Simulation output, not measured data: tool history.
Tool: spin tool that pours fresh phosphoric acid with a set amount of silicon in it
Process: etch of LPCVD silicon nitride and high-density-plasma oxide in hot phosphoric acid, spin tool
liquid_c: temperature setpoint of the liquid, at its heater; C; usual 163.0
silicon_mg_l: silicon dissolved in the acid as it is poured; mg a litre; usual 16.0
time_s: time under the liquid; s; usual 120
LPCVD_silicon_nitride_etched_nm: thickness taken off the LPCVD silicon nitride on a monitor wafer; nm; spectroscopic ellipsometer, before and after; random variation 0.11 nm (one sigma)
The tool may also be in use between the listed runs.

run     day  liquid_c  silicon_mg_l  time_s  read-back film thickness of the LPCVD silicon nitride reference wafer, read on the same gauge (nm)  LPCVD_silicon_nitride_etched_nm
  1   0.000     164.5          21.5     150                                                                                               39.99                            13.73
  2   4.033     163.0          11.0     120                                                                                               40.00                            10.52
      5.438  -- thermometer replaced
  3   6.196     163.0          27.0      90                                                                                               40.01                             7.61
  4   9.658     165.0          16.0     120                                                                                               40.01                            11.11
  5  12.150     163.0          16.0     120                                                                                               40.01                            10.20
  6  24.850     163.0           5.0     120                                                                                               40.01                            10.10
  7  26.671     161.5          23.0      85                                                                                               40.01                             6.74
     28.738  -- heated supply line repaired
  8  29.146     163.0          16.0     120                                                                                               40.00                            11.18
     32.392  -- dissolved silicon flow meter replaced
  9  33.258     163.0          16.0      55                                                                                               40.01                             5.11
 10  36.517     160.5          16.0     190                                                                                               39.99                            16.24
 11  40.883     163.0          23.0     120                                                                                               40.00                            11.01
 12  43.717     163.0          16.0     120                                                                                               40.01                            11.05
 13  45.725     164.5           7.0     185                                                                                               40.00                            17.57
     49.233  -- thermometer replaced
 14  49.871     165.0          16.0     120                                                                                               39.97                            11.57
 15  51.938     163.0          16.0     120                                                                                               39.98                            10.91

The next listed run, before its measurement:
 16  54.862     163.0          24.5     120                                                                                                   ?                                ?

{"run 16": {"read-back film thickness of the LPCVD silicon nitride reference wafer, read on the same gauge (nm)": 40.03, "LPCVD_silicon_nitride_etched_nm": 10.81}}
Without the tool's hidden state the same run would have given LPCVD_silicon_nitride_etched_nm 11.45 nm.
